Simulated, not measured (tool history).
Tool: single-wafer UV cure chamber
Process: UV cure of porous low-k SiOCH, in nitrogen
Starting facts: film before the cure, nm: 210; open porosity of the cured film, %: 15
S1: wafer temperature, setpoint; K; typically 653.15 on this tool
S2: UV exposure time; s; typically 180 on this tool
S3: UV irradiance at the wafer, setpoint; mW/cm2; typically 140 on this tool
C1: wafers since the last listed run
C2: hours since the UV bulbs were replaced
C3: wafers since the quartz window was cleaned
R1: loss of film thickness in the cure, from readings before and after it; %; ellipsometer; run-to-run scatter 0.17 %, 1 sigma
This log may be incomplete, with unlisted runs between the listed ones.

run 1 day=0 | S1=664.15 S2=180 S3=140 | C1=0 C2=1448.1 C3=434 | R1=9.675
run 2 day=2.683 | S1=664.15 S2=180 S3=140 | C1=280 C2=1512.5 C3=714 | R1=9.478
run 3 day=5.458 | S1=638.15 S2=230 S3=140 | C1=289 C2=1579.1 C3=1004 | R1=9.521
-- day=6.617 quartz window cleaned
run 4 day=7.396 | S1=638.15 S2=230 S3=140 | C1=167 C2=1625.6 C3=81 | R1=10.334
run 5 day=8.788 | S1=653.15 S2=180 S3=109 | C1=145 C2=1659 C3=226 | R1=8.568
run 6 day=10.867 | S1=653.15 S2=180 S3=109 | C1=217 C2=1708.9 C3=444 | R1=8.475
run 7 day=13.317 | S1=653.15 S2=180 S3=112 | C1=255 C2=1767.7 C3=699 | R1=8.244
run 8 day=16.2 | S1=653.15 S2=180 S3=112 | C1=301 C2=1836.9 C3=1001 | R1=8.087
-- day=18.546 quartz window cleaned
run 9 day=18.933 | S1=653.15 S2=180 S3=112 | C1=250 C2=1902.5 C3=40 | R1=8.616
run 10 day=21.758 | S1=653.15 S2=180 S3=140 | C1=295 C2=1970.3 C3=335 | R1=9.099
run 11 day=22.808 | S1=653.15 S2=180 S3=140 | C1=109 C2=1995.5 C3=445 | R1=8.923
run 12 day=24.708 | S1=653.15 S2=180 S3=140 | C1=198 C2=2041.1 C3=643 | R1=8.692
run 13 day=26.312 | S1=664.15 S2=180 S3=140 | C1=167 C2=2079.6 C3=811 | R1=8.66
run 14 day=27.508 | S1=668.15 S2=180 S3=162 | C1=124 C2=2108.3 C3=936 | R1=9.275
-- day=30.033 quartz window cleaned
run 15 day=30.054 | S1=646.15 S2=180 S3=140 | C1=231 C2=2169.4 C3=2 | R1=9.044
-- day=30.742 UV bulbs replaced
run 16 day=32.325 | S1=665.15 S2=130 S3=140 | C1=202 C2=38 C3=204 | R1=9.525
run 17 day=34.854 | S1=642.15 S2=180 S3=114 | C1=264 C2=98.7 C3=468 | R1=9.118
run 18 day=37.379 | S1=671.15 S2=90 S3=120 | C1=263 C2=159.3 C3=732 | R1=6.861
-- day=40.175 quartz window cleaned
run 19 day=45.058 | S1=653.15 S2=180 S3=110 | C1=767 C2=343.6 C3=510 | R1=9.236
run 20 day=47.117 | S1=661.15 S2=180 S3=140 | C1=215 C2=393 C3=725 | R1=9.797
run 21 day=50.067 | S1=673.15 S2=235 S3=128 | C1=308 C2=463.8 C3=1033 | R1=10.416
-- day=52.125 quartz window cleaned
run 22 day=52.371 | S1=653.15 S2=265 S3=140 | C1=205 C2=519.1 C3=25 | R1=12.452
run 23 day=54.204 | S1=636.15 S2=125 S3=168 | C1=191 C2=563.1 C3=216 | R1=9.287

3 ways to go on from here, each from the tool as it stands after run 23. What would each give?
run A day=54.225 | S1=653.15 S2=180 S3=140 | C1=2 C2=563.6 C3=219 | R1=?
run B day=54.225 | S1=644.15 S2=180 S3=140 | C1=2 C2=563.6 C3=219 | R1=?
run C day=54.225 | S1=670.15 S2=280 S3=105 | C1=2 C2=563.6 C3=219 | R1=?

run=A R1=10.214
run=B R1=10.061
run=C R1=11.134
Take away the tool's hidden state, keep each run's random variation, and the runs would have read:
run=A R1=10.6
run=B R1=10.446
run=C R1=11.53
